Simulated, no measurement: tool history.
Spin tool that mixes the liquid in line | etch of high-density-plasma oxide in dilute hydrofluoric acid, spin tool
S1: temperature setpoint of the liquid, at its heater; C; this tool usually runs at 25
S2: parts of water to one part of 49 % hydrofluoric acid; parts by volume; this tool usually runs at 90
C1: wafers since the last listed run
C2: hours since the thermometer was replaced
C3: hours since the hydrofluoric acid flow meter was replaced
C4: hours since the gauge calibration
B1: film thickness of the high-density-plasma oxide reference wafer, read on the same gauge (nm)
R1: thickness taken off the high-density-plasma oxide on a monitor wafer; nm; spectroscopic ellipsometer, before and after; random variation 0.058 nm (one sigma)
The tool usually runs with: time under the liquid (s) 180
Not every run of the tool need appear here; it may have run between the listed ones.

{"run": 1, "day": 0.0, "S1": 25, "S2": 90, "time under the liquid (s)": 180, "C1": 0, "C2": 1522.6, "C3": 1430.4, "C4": 94, "B1": 149.96, "R1": 9.92}
{"run": 2, "day": 0.525, "S1": 25, "S2": 90, "time under the liquid (s)": 180, "C1": 97, "C2": 1535.2, "C3": 1443, "C4": 106.6, "B1": 150, "R1": 10.04}
{"run": 3, "day": 1.008, "S1": 25, "S2": 90, "time under the liquid (s)": 180, "C1": 90, "C2": 1546.8, "C3": 1454.6, "C4": 118.2, "B1": 150.01, "R1": 9.95}
{"run": 4, "day": 1.492, "S1": 25, "S2": 90, "time under the liquid (s)": 180, "C1": 90, "C2": 1558.4, "C3": 1466.2, "C4": 129.8, "B1": 150.01, "R1": 9.85}
{"run": 5, "day": 2.204, "S1": 25, "S2": 90, "time under the liquid (s)": 180, "C1": 132, "C2": 1575.5, "C3": 1483.3, "C4": 146.9, "B1": 150.01, "R1": 9.86}
{"run": 6, "day": 2.554, "S1": 25, "S2": 90, "time under the liquid (s)": 140, "C1": 65, "C2": 1583.9, "C3": 1491.7, "C4": 155.3, "B1": 149.99, "R1": 7.73}
{"run": 7, "day": 2.867, "S1": 25, "S2": 80, "time under the liquid (s)": 180, "C1": 58, "C2": 1591.4, "C3": 1499.2, "C4": 162.8, "B1": 150.02, "R1": 11.27}
{"day": 2.954, "done": "hydrofluoric acid flow meter replaced"}
{"run": 8, "day": 3.162, "S1": 25, "S2": 80, "time under the liquid (s)": 180, "C1": 47, "C2": 1598.5, "C3": 5, "C4": 169.9, "B1": 149.99, "R1": 11.27}
{"run": 9, "day": 3.438, "S1": 22, "S2": 90, "time under the liquid (s)": 180, "C1": 51, "C2": 1605.1, "C3": 11.6, "C4": 176.5, "B1": 150, "R1": 8.68}
{"run": 10, "day": 3.717, "S1": 22, "S2": 90, "time under the liquid (s)": 180, "C1": 52, "C2": 1611.8, "C3": 18.3, "C4": 183.2, "B1": 150, "R1": 8.74}
{"run": 11, "day": 4.146, "S1": 22, "S2": 90, "time under the liquid (s)": 180, "C1": 80, "C2": 1622.1, "C3": 28.6, "C4": 193.5, "B1": 149.98, "R1": 8.75}
{"run": 12, "day": 4.5, "S1": 25, "S2": 90, "time under the liquid (s)": 180, "C1": 66, "C2": 1630.6, "C3": 37.1, "C4": 202, "B1": 149.98, "R1": 9.84}
{"run": 13, "day": 4.921, "S1": 25, "S2": 125, "time under the liquid (s)": 230, "C1": 78, "C2": 1640.7, "C3": 47.2, "C4": 212.1, "B1": 149.99, "R1": 8.78}
{"run": 14, "day": 5.317, "S1": 20.5, "S2": 75, "time under the liquid (s)": 105, "C1": 73, "C2": 1650.2, "C3": 56.7, "C4": 221.6, "B1": 150, "R1": 5.83}
{"run": 15, "day": 5.95, "S1": 29.5, "S2": 75, "time under the liquid (s)": 180, "C1": 118, "C2": 1665.4, "C3": 71.9, "C4": 236.8, "B1": 150.03, "R1": 14.28}
{"day": 6.104, "done": "thermometer replaced"}
{"run": 16, "day": 6.25, "S1": 25, "S2": 110, "time under the liquid (s)": 180, "C1": 48, "C2": 3.5, "C3": 79.1, "C4": 244, "B1": 150.04, "R1": 8.52}
{"run": 17, "day": 6.775, "S1": 25, "S2": 90, "time under the liquid (s)": 180, "C1": 97, "C2": 16.1, "C3": 91.7, "C4": 256.6, "B1": 149.99, "R1": 10.76}
{"run": 18, "day": 7.208, "S1": 21, "S2": 115, "time under the liquid (s)": 180, "C1": 80, "C2": 26.5, "C3": 102.1, "C4": 267, "B1": 150.01, "R1": 7.01}
{"run": 19, "day": 7.946, "S1": 25, "S2": 105, "time under the liquid (s)": 135, "C1": 137, "C2": 44.2, "C3": 119.8, "C4": 284.7, "B1": 149.98, "R1": 6.87}
{"run": 20, "day": 8.596, "S1": 25, "S2": 130, "time under the liquid (s)": 135, "C1": 121, "C2": 59.8, "C3": 135.4, "C4": 300.3, "B1": 149.98, "R1": 5.34}
{"run": 21, "day": 9.325, "S1": 27.5, "S2": 120, "time under the liquid (s)": 140, "C1": 135, "C2": 77.3, "C3": 152.9, "C4": 317.8, "B1": 149.98, "R1": 6.61}
{"run": 22, "day": 9.617, "S1": 26.5, "S2": 75, "time under the liquid (s)": 120, "C1": 54, "C2": 84.3, "C3": 159.9, "C4": 324.8, "B1": 149.99, "R1": 9.27}
{"run": 23, "day": 10.038, "S1": 29.5, "S2": 105, "time under the liquid (s)": 270, "C1": 78, "C2": 94.4, "C3": 170, "C4": 334.9, "B1": 150, "R1": 15.97}
{"day": 10.588, "done": "gauge calibrated"}
{"run": 24, "day": 10.738, "S1": 25, "S2": 90, "time under the liquid (s)": 180, "C1": 130, "C2": 111.2, "C3": 186.8, "C4": 3.6, "B1": 150.01, "R1": 10.68}
{"run": 25, "day": 11.304, "S1": 21.5, "S2": 90, "time under the liquid (s)": 110, "C1": 105, "C2": 124.8, "C3": 200.4, "C4": 17.2, "B1": 150, "R1": 5.69}
{"run": 26, "day": 11.883, "S1": 25, "S2": 110, "time under the liquid (s)": 250, "C1": 108, "C2": 138.7, "C3": 214.3, "C4": 31.1, "B1": 149.99, "R1": 11.83}
{"run": 27, "day": 12.312, "S1": 28, "S2": 45, "time under the liquid (s)": 180, "C1": 80, "C2": 149, "C3": 224.6, "C4": 41.4, "B1": 150, "R1": 25.47}
{"run": 28, "day": 12.917, "S1": 23, "S2": 90, "time under the liquid (s)": 285, "C1": 112, "C2": 163.5, "C3": 239.1, "C4": 55.9, "B1": 150, "R1": 15.7}
{"run": 29, "day": 13.233, "S1": 25, "S2": 110, "time under the liquid (s)": 180, "C1": 59, "C2": 171.1, "C3": 246.7, "C4": 63.5, "B1": 149.98, "R1": 8.5}
{"run": 30, "day": 13.617, "S1": 22.5, "S2": 90, "time under the liquid (s)": 180, "C1": 71, "C2": 180.3, "C3": 255.9, "C4": 72.7, "B1": 149.97, "R1": 9.67}
{"run": 31, "day": 13.9, "S1": 21, "S2": 115, "time under the liquid (s)": 180, "C1": 52, "C2": 187.1, "C3": 262.7, "C4": 79.5, "B1": 150.02, "R1": 6.89}
{"run": 32, "day": 14.225, "S1": 28.5, "S2": 90, "time under the liquid (s)": 215, "C1": 60, "C2": 194.9, "C3": 270.5, "C4": 87.3, "B1": 150.02, "R1": 14.79}

Below are 4 alternative next runs, each starting from the tool's condition after run 32. Predict each:
{"run": "A", "day": 14.246, "S1": 25, "S2": 90, "time under the liquid (s)": 180, "C1": 3, "C2": 195.4, "C3": 271, "C4": 87.8, "B1": "?", "R1": "?"}
{"run": "B", "day": 14.246, "S1": 29.5, "S2": 50, "time under the liquid (s)": 180, "C1": 3, "C2": 195.4, "C3": 271, "C4": 87.8, "B1": "?", "R1": "?"}
{"run": "C", "day": 14.246, "S1": 23.5, "S2": 110, "time under the liquid (s)": 180, "C1": 3, "C2": 195.4, "C3": 271, "C4": 87.8, "B1": "?", "R1": "?"}
{"run": "D", "day": 14.246, "S1": 21, "S2": 120, "time under the liquid (s)": 255, "C1": 3, "C2": 195.4, "C3": 271, "C4": 87.8, "B1": "?", "R1": "?"}

run=A B1=150 R1=10.61
run=B B1=150 R1=24.11
run=C B1=150 R1=7.98
run=D B1=150 R1=9.27
Without the tool's unlogged condition, the same runs would have read:
run=A R1=10.76
run=B R1=24.46
run=C R1=8.1
run=D R1=9.41
